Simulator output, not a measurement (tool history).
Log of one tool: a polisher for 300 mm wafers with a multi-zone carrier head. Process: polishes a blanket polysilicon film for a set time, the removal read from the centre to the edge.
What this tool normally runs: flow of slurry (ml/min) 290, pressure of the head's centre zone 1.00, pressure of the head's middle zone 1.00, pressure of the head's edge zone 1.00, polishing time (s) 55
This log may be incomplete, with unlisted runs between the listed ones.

| run | hour | flow of slurry (ml/min) | pressure of the head's centre zone | pressure of the head's middle zone | pressure of the head's edge zone | polishing time (s) | wafers since the last listed run | wafers polished on this pad | hours since the slurry nozzle was cleaned | hours since the centre zone pressure was calibrated | hours since the edge zone pressure was calibrated | hours since the carrier head's membrane was replaced | incoming thickness of the incoming film, nm | film removed at the wafer's centre (Å) | film removed at mid-radius (Å) | film removed at the wafer's edge (Å) |
|---|---|---|---|---|---|---|---|---|---|---|---|---|---|---|---|---|
| 1 | 0.0 | 290 | 1.00 | 1.00 | 1.00 | 55 | 0 | 2654 | 670.9 | 999.8 | 412.4 | 201.9 | 2151.0 | 4780 | 4321 | 4402 |
|  | 13.3 | centre zone pressure recalibrated |
| 2 | 59.8 | 290 | 1.00 | 1.00 | 1.00 | 55 | 759 | 3414 | 730.7 | 46.5 | 472.2 | 261.7 | 2189.7 | 4179 | 4326 | 4313 |
|  | 141.5 | worn pad replaced by a new one |
| 3 | 166.3 | 290 | 1.00 | 1.00 | 1.00 | 55 | 1347 | 325 | 837.2 | 153.0 | 578.7 | 368.2 | 2156.6 | 4261 | 4275 | 4303 |
|  | 190.8 | slurry nozzle cleaned |
| 4 | 212.7 | 290 | 1.00 | 0.95 | 1.00 | 55 | 596 | 922 | 21.9 | 199.4 | 625.1 | 414.6 | 2163.3 | 4702 | 4350 | 4532 |
| 5 | 280.9 | 290 | 1.00 | 1.00 | 1.03 | 55 | 896 | 1819 | 90.1 | 267.6 | 693.3 | 482.8 | 2133.4 | 4558 | 4600 | 4578 |
| 6 | 381.4 | 290 | 1.00 | 1.00 | 1.03 | 55 | 1321 | 3140 | 190.6 | 368.1 | 793.8 | 583.3 | 2124.9 | 4603 | 4551 | 4536 |
| 7 | 475.6 | 290 | 1.00 | 1.00 | 1.03 | 55 | 1238 | 4379 | 284.8 | 462.3 | 888.0 | 677.5 | 2163.6 | 4579 | 4582 | 4471 |
|  | 514.4 | worn pad replaced by a new one |
| 8 | 524.3 | 290 | 1.00 | 0.94 | 1.00 | 55 | 587 | 130 | 333.5 | 511.0 | 936.7 | 726.2 | 2131.3 | 4591 | 4210 | 4555 |
| 9 | 596.6 | 290 | 1.00 | 1.00 | 0.92 | 55 | 950 | 1081 | 405.8 | 583.3 | 1009.0 | 798.5 | 2167.7 | 4507 | 4420 | 4293 |
| 10 | 652.4 | 290 | 1.00 | 1.00 | 0.92 | 55 | 733 | 1814 | 461.6 | 639.1 | 1064.8 | 854.3 | 2155.5 | 4545 | 4342 | 4289 |
|  | 661.9 | carrier head's membrane replaced by a new one |
| 11 | 714.0 | 290 | 1.00 | 1.00 | 0.92 | 55 | 744 | 2559 | 523.2 | 700.7 | 1126.4 | 52.1 | 2138.7 | 4638 | 4350 | 4284 |
| 12 | 754.3 | 290 | 1.00 | 1.00 | 1.00 | 55 | 529 | 3088 | 563.5 | 741.0 | 1166.7 | 92.4 | 2142.5 | 4438 | 4331 | 4411 |
|  | 802.4 | worn pad replaced by a new one |
| 13 | 823.7 | 290 | 1.00 | 1.00 | 1.03 | 55 | 859 | 280 | 632.9 | 810.4 | 1236.1 | 161.8 | 2174.3 | 4482 | 4351 | 4306 |
| 14 | 906.9 | 245 | 0.94 | 1.00 | 1.00 | 69 | 1093 | 1374 | 716.1 | 893.6 | 1319.3 | 245.0 | 2185.4 | 5300 | 5196 | 5374 |
| 15 | 982.5 | 290 | 0.92 | 0.92 | 1.00 | 65 | 994 | 2368 | 791.7 | 969.2 | 1394.9 | 320.6 | 2154.8 | 4908 | 4644 | 5028 |
|  | 991.5 | slurry nozzle cleaned |
| 16 | 1057.2 | 290 | 1.03 | 1.00 | 1.00 | 49 | 969 | 3337 | 65.7 | 1043.9 | 1469.6 | 395.3 | 2143.2 | 4602 | 4004 | 3994 |
|  | 1112.8 | worn pad replaced by a new one |
| 17 | 1133.5 | 290 | 1.08 | 1.00 | 1.00 | 55 | 950 | 271 | 142.0 | 1120.2 | 1545.9 | 471.6 | 2125.0 | 5482 | 4557 | 4570 |
|  | 1145.2 | edge zone pressure recalibrated |
|  | 1145.3 | centre zone pressure recalibrated |
| 18 | 1199.4 | 290 | 0.89 | 0.89 | 1.00 | 64 | 838 | 1110 | 207.9 | 54.1 | 54.2 | 537.5 | 2159.5 | 4649 | 4747 | 5128 |
| 19 | 1256.5 | 190 | 1.11 | 1.00 | 1.06 | 55 | 750 | 1860 | 265.0 | 111.2 | 111.3 | 594.6 | 2128.3 | 4621 | 4253 | 4428 |
|  | 1401.3 | worn pad replaced by a new one |
| 20 | 1436.2 | 245 | 0.93 | 1.06 | 0.93 | 55 | 2310 | 458 | 444.7 | 290.9 | 291.0 | 774.3 | 2168.3 | 4114 | 4504 | 4216 |
| 21 | 1519.0 | 290 | 1.00 | 1.00 | 0.92 | 55 | 1088 | 1547 | 527.5 | 373.7 | 373.8 | 857.1 | 2138.0 | 4375 | 4360 | 4301 |
|  | 1527.2 | carrier head's membrane replaced by a new one |
| 22 | 1623.7 | 290 | 1.00 | 1.09 | 1.00 | 55 | 1310 | 2858 | 632.2 | 478.4 | 478.5 | 96.5 | 2147.9 | 4467 | 4762 | 4455 |

Each row is a separate what-if for the run after 22, all from the same tool condition, not one after another. Results?
| A | 1624.1 | 290 | 1.09 | 1.00 | 1.00 | 55 | 5 | 2863 | 632.6 | 478.8 | 478.9 | 96.9 | 2179.4 | ? | ? | ? |
| B | 1624.1 | 260 | 1.00 | 1.00 | 0.92 | 42 | 5 | 2863 | 632.6 | 478.8 | 478.9 | 96.9 | 2179.4 | ? | ? | ? |
| C | 1624.1 | 290 | 1.00 | 1.00 | 1.00 | 63 | 5 | 2863 | 632.6 | 478.8 | 478.9 | 96.9 | 2179.4 | ? | ? | ? |

| run | film removed at the wafer's centre (Å) | film removed at mid-radius (Å) | film removed at the wafer's edge (Å) |
|---|---|---|---|
| A | 4908 | 4421 | 4390 |
| B | 3368 | 3318 | 3181 |
| C | 5155 | 5067 | 5028 |
What these runs would have given with no unlogged condition in the tool:
| run | film removed at the wafer's centre (Å) | film removed at mid-radius (Å) | film removed at the wafer's edge (Å) |
|---|---|---|---|
| A | 5135 | 4665 | 4569 |
| B | 3549 | 3523 | 3324 |
| C | 5393 | 5346 | 5234 |
